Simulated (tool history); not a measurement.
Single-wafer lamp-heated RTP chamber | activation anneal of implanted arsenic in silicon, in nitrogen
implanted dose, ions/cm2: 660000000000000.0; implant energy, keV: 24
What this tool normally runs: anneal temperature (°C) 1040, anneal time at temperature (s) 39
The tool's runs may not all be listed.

run	hour	anneal temperature (°C)	anneal time at temperature (s)	read-back reference wafer on the same gauge, sheet resistance	sheet resistance of the implanted and annealed layer (ohm/square)
1	0.0	1040	26	198.15	171.59
# hour 179.8: reflector plate cleaned
2	213.3	1040	39	198.01	168.76
3	240.9	1040	39	198.15	167.78
# hour 253.7: gauge calibrated
4	265.4	1040	39	198.03	168.46
5	329.2	1040	39	198.13	168.27
6	386.3	1060	51	198.01	162.82
# hour 437.8: pyrometer window cleaned and pyrometer calibrated
7	438.3	1060	51	197.92	162.90
8	496.3	1022	39	197.93	170.98
# hour 512.8: reflector plate cleaned
9	629.8	1040	39	197.94	167.36
10	660.7	1040	39	198.01	168.36
11	715.9	1040	39	198.01	167.07
12	786.9	1040	39	198.05	166.25
13	820.5	1040	39	198.19	166.33
# hour 876.0: reflector plate cleaned, repeated, since the last time left the tool worse
14	876.5	1057	39	197.96	165.25
15	924.3	1040	39	198.22	168.71
16	978.2	1040	29	197.94	170.17
17	1032.3	1060	39	197.85	164.96
# hour 1066.0: pyrometer window cleaned and pyrometer calibrated
18	1092.2	1017	62	198.11	168.41
19	1145.6	1040	62	197.90	164.50
20	1212.0	1040	61	198.07	164.41
# hour 1221.9: reflector plate cleaned
# hour 1236.8: gauge calibrated
21	1251.9	1058	39	197.94	165.17
22	1284.0	1062	55	198.07	161.28
23	1320.9	1040	39	198.31	168.67
24	1385.9	1068	54	197.96	159.49
25	1444.6	1040	39	197.97	167.29
26	1479.2	1030	52	197.90	167.89
27	1536.5	1053	39	197.97	165.54
# hour 1568.2: reflector plate cleaned
28	1583.4	1040	39	197.83	167.84
# hour 1593.8: pyrometer window cleaned and pyrometer calibrated
29	1723.9	1053	39	197.81	166.75

5 options for the next run, each taken on its own from the tool as it stands now. Forecast them:
A	1724.3	1040	39	?	?
B	1724.3	1040	16	?	?
C	1724.3	1053	24	?	?
D	1724.3	1040	17	?	?
E	1724.3	1062	50	?	?

run	read-back reference wafer on the same gauge, sheet resistance	sheet resistance of the implanted and annealed layer (ohm/square)
A	197.82	168.39
B	197.82	174.96
C	197.82	169.92
D	197.82	174.54
E	197.82	162.07
What these runs would have given with no unlogged condition in the tool:
run	sheet resistance of the implanted and annealed layer (ohm/square)
A	168.61
B	175.14
C	170.13
D	174.72
E	162.31

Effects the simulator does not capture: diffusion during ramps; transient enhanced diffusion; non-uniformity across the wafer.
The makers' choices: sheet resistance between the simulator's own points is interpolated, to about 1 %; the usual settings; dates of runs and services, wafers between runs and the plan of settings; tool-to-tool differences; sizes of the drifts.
